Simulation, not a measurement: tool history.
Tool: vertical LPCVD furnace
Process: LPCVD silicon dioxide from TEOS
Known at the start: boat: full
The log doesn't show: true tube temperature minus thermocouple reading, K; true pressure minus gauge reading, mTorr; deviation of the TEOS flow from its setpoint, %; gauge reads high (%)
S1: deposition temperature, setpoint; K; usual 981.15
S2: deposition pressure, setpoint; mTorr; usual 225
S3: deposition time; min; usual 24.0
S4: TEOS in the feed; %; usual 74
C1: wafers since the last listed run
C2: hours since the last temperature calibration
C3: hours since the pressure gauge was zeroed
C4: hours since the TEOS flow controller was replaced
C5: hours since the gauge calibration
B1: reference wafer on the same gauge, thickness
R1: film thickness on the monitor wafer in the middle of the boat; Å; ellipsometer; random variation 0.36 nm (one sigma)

run,day,S1,S2,S3,S4,C1,C2,C3,C4,C5,B1,R1
1,0.000,981.15,225,24.0,74,0,4494.4,3513.3,4568.5,374.2,217.08,2067.2
2,1.442,981.15,225,24.0,74,559,4529.0,3547.9,4603.1,408.8,217.14,2074.8
3,2.000,981.15,225,24.0,74,216,4542.4,3561.3,4616.5,422.2,216.90,2072.8
4,3.188,981.15,225,24.0,74,460,4570.9,3589.8,4645.0,450.7,216.97,2061.8
5,4.262,981.15,225,24.0,74,417,4596.7,3615.6,4670.8,476.5,216.97,2068.4
6,5.088,981.15,225,24.0,74,320,4616.5,3635.4,4690.6,496.3,216.93,2076.9
7,6.012,981.15,225,24.0,74,358,4638.7,3657.6,4712.8,518.5,216.96,2066.1
8,7.221,981.15,225,24.0,74,468,4667.7,3686.6,4741.8,547.5,217.05,2072.5
# day 8.846: thermocouples replaced and temperature profile calibrated
9,8.917,981.15,225,24.0,74,269,1.7,3727.3,4782.5,588.2,216.94,1871.4
10,10.292,981.15,210,24.0,74,533,34.7,3760.3,4815.5,621.2,217.05,1818.7
11,11.467,981.15,210,24.0,74,455,62.9,3788.5,4843.7,649.4,217.00,1819.9
# day 12.179: gauge calibrated
12,12.488,988.15,225,24.0,74,395,87.4,3813.0,4868.2,7.4,216.99,2203.7
13,13.150,981.15,225,32.0,74,256,103.3,3828.9,4884.1,23.3,217.04,2512.3
14,14.146,981.15,225,24.0,74,386,127.2,3852.8,4908.0,47.2,216.97,1887.5
15,14.858,981.15,225,27.5,63,276,144.3,3869.9,4925.1,64.3,217.01,2001.6
# day 16.129: pressure gauge zeroed
16,16.150,981.15,225,18.0,74,113,175.3,0.5,4956.1,95.3,217.02,1418.5
# day 17.471: TEOS flow controller replaced
17,17.492,981.15,225,24.0,74,132,207.5,32.7,0.5,127.5,217.00,1891.2
18,18.504,986.15,225,24.0,74,392,231.8,57.0,24.8,151.8,216.99,2124.3
19,19.125,981.15,225,24.0,74,240,246.7,71.9,39.7,166.7,216.89,1903.7
20,19.783,981.15,245,24.0,81,255,262.5,87.7,55.5,182.5,217.00,2077.4
21,20.804,981.15,205,24.0,74,395,287.0,112.2,80.0,207.0,217.01,1815.0
22,21.988,981.15,190,20.0,74,459,315.4,140.6,108.4,235.4,216.99,1460.0

Forecast each of these 5 alternatives for the next run:
A,22.154,977.15,225,24.0,74,64,319.4,144.6,112.4,239.4,?,?
B,22.154,969.15,225,24.0,84,64,319.4,144.6,112.4,239.4,?,?
C,22.154,991.15,225,24.0,74,64,319.4,144.6,112.4,239.4,?,?
D,22.154,991.15,175,28.5,79,64,319.4,144.6,112.4,239.4,?,?
E,22.154,981.15,225,24.0,81,64,319.4,144.6,112.4,239.4,?,?

run,B1,R1
A,216.98,1739.6
B,216.98,1539.3
C,216.98,2390.0
D,216.98,2586.1
E,216.98,1994.7
Without the tool's hidden state the same runs would have given:
run,R1
A,1699.2
B,1503.0
C,2336.1
D,2527.9
E,1948.9
